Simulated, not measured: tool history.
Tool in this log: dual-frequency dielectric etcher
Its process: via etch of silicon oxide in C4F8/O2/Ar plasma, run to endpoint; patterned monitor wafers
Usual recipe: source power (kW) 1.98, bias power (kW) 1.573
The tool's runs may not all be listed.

run	hour	source power (kW)	bias power (kW)	incoming incoming film thickness, nm	endpoint time (s)
1	0	1.98	1.573	1456.9	293.5
2	25.2	1.98	1.573	1463	294.5
3	78.6	1.98	1.573	1456.3	293.4
4	130.2	1.98	1.573	1443	289.6
5	187.3	1.98	1.573	1460.2	292.8
6	249.9	1.98	1.573	1447.1	290
7	290	1.98	1.573	1464.1	293.7
8	467.2	1.98	1.573	1468	289.5
9	504.2	1.98	1.573	1455.5	287.8
# hour 541.1: wet clean of the chamber
10	554.7	1.98	1.573	1457.6	296.1
11	592.2	1.98	1.573	1463.4	295.9
12	631.1	1.98	1.573	1466	295.6
13	690.1	2.47	1.84	1450.7	255.5
14	752.5	2.48	1.74	1465.5	261.2
15	809.2	1.98	1.395	1446.1	301.1
16	858.7	1.98	1.678	1455.6	284.4
17	893.5	2.11	1.858	1441.8	266.4
18	920.6	2.31	1.885	1455	257.3
# hour 954.1: source power generator calibrated
# hour 1041.3: wet clean of the chamber
19	1131.6	1.54	1.216	1457.2	351.6
20	1179.9	1.54	1.963	1441.1	296.6
# hour 1187.1: bias power generator calibrated
21	1241.2	2.27	1.764	1444.7	264.4
# hour 1268.3: upper electrode replaced, of another model than before
22	1454.6	1.98	1.573	1448.3	287.7
23	1502	1.98	1.262	1455.7	300.5
24	1539	1.98	1.573	1455.4	287.3
25	1604.9	1.52	1.838	1475.9	299.2
# hour 1652.5: wet clean of the chamber
26	1664.5	2.24	1.722	1460.2	281.2
27	1705.6	2.11	1.858	1461.4	283.4
28	1745.2	1.98	1.573	1443	288.7
29	1790.6	1.98	1.385	1466.1	302
30	1974.2	2.32	1.68	1458.2	276.5
31	2012.6	1.56	1.959	1469	293.3
32	2072.1	1.98	1.573	1454.3	289.1
33	2105.4	1.67	1.918	1463.5	289.2
34	2160.1	2.24	1.881	1454.2	269.3
# hour 2219.5: wet clean of the chamber
35	2220	1.58	1.223	1456.4	325.3

Below, each run's measurement less what the same run would have read without the hidden state. Both values contain the same run-to-run variation, but the gauge's scatter may not be the same in both:
What the log doesn't record here: etch rate over this chamber's usual, %; source power that arrives over what is set, %; bias power that arrives over what is set, %.
run	endpoint time (s)
1	-0.7
2	-1.1
3	-1.9
4	-2.6
5	-3.5
6	-4.3
7	-4.9
8	-7.4
9	-7.9
10	+0.8
11	+0.2
12	-0.3
13	-1
14	-1.9
15	-3
16	-3.5
17	-3.8
18	-4
19	-0.6
20	-1.3
21	-1.9
22	-5.2
23	-6.1
24	-6.4
25	-7.7
26	-0.1
27	-0.6
28	-1.2
29	-2
30	-4.3
31	-5.1
32	-6
33	-6.4
34	-6.7
35	+1.3

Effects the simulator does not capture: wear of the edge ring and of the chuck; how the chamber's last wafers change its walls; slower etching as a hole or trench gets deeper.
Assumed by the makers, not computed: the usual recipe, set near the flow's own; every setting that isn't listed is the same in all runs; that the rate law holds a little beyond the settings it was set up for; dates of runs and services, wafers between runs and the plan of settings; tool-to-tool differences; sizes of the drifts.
